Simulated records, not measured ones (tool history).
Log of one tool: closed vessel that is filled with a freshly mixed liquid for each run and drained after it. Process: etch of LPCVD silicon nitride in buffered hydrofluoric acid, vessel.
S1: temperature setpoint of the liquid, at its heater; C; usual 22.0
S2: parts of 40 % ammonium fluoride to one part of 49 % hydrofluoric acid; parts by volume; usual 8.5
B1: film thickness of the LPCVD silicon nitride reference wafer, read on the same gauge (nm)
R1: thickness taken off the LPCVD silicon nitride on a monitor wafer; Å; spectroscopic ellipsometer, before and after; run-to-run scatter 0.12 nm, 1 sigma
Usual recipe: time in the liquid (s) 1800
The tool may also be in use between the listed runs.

run 1 hour=0.0 | S1=22.0 S2=5.5 time_in_the_liquid_(s)=2620 | B1=140.00 | R1=623.9
run 2 hour=31.2 | S1=22.0 S2=5.5 time_in_the_liquid_(s)=2620 | B1=140.01 | R1=624.7
run 3 hour=63.4 | S1=19.5 S2=8.5 time_in_the_liquid_(s)=1800 | B1=140.01 | R1=253.0
run 4 hour=80.6 | S1=22.0 S2=8.5 time_in_the_liquid_(s)=1800 | B1=140.01 | R1=291.9
run 5 hour=115.8 | S1=22.0 S2=6.5 time_in_the_liquid_(s)=1800 | B1=140.01 | R1=375.9
run 6 hour=139.3 | S1=22.0 S2=8.5 time_in_the_liquid_(s)=1800 | B1=139.99 | R1=292.9
run 7 hour=169.1 | S1=22.0 S2=8.5 time_in_the_liquid_(s)=1800 | B1=140.01 | R1=295.8
run 8 hour=188.8 | S1=22.0 S2=8.5 time_in_the_liquid_(s)=1800 | B1=139.99 | R1=294.3
run 9 hour=211.5 | S1=22.0 S2=8.5 time_in_the_liquid_(s)=1800 | B1=140.01 | R1=296.8
-- hour=214.5 gauge calibrated
-- hour=224.5 thermometer replaced
run 10 hour=238.9 | S1=22.0 S2=7.5 time_in_the_liquid_(s)=1800 | B1=139.99 | R1=287.7
run 11 hour=251.9 | S1=22.0 S2=8.5 time_in_the_liquid_(s)=1800 | B1=140.00 | R1=255.8
run 12 hour=273.9 | S1=19.0 S2=8.5 time_in_the_liquid_(s)=960 | B1=140.00 | R1=116.5
run 13 hour=301.2 | S1=20.0 S2=7.5 time_in_the_liquid_(s)=1800 | B1=139.99 | R1=262.8
run 14 hour=324.8 | S1=22.0 S2=8.5 time_in_the_liquid_(s)=805 | B1=140.02 | R1=115.9
run 15 hour=344.4 | S1=22.0 S2=5.5 time_in_the_liquid_(s)=2620 | B1=139.99 | R1=559.7
run 16 hour=367.1 | S1=22.0 S2=8.5 time_in_the_liquid_(s)=1800 | B1=139.99 | R1=259.5
-- hour=375.4 hydrofluoric acid flow meter replaced
run 17 hour=391.5 | S1=22.0 S2=9.5 time_in_the_liquid_(s)=925 | B1=139.99 | R1=107.9
run 18 hour=422.6 | S1=22.0 S2=6.5 time_in_the_liquid_(s)=2335 | B1=140.01 | R1=396.6
run 19 hour=439.4 | S1=22.0 S2=8.5 time_in_the_liquid_(s)=1800 | B1=140.02 | R1=231.6
run 20 hour=458.0 | S1=18.0 S2=8.5 time_in_the_liquid_(s)=1800 | B1=140.01 | R1=186.6
run 21 hour=489.9 | S1=18.0 S2=8.5 time_in_the_liquid_(s)=2805 | B1=140.02 | R1=294.4
run 22 hour=506.6 | S1=22.0 S2=5.5 time_in_the_liquid_(s)=2620 | B1=140.01 | R1=521.5
run 23 hour=538.6 | S1=19.5 S2=8.5 time_in_the_liquid_(s)=1415 | B1=139.99 | R1=161.7

Forecast each of these 4 alternatives for the next run:
run A hour=539.8 | S1=22.0 S2=8.5 time_in_the_liquid_(s)=2470 | B1=? | R1=?
run B hour=539.8 | S1=25.5 S2=11.0 time_in_the_liquid_(s)=1800 | B1=? | R1=?
run C hour=539.8 | S1=22.0 S2=5.5 time_in_the_liquid_(s)=2105 | B1=? | R1=?
run D hour=539.8 | S1=22.0 S2=8.5 time_in_the_liquid_(s)=1210 | B1=? | R1=?

run=A B1=140.01 R1=325.4
run=B B1=140.01 R1=229.6
run=C B1=140.01 R1=419.4
run=D B1=140.01 R1=159.4
Take away the tool's hidden state, keep each run's random variation, and the runs would have read:
run=A R1=313.2
run=B R1=221.5
run=C R1=405.2
run=D R1=153.4
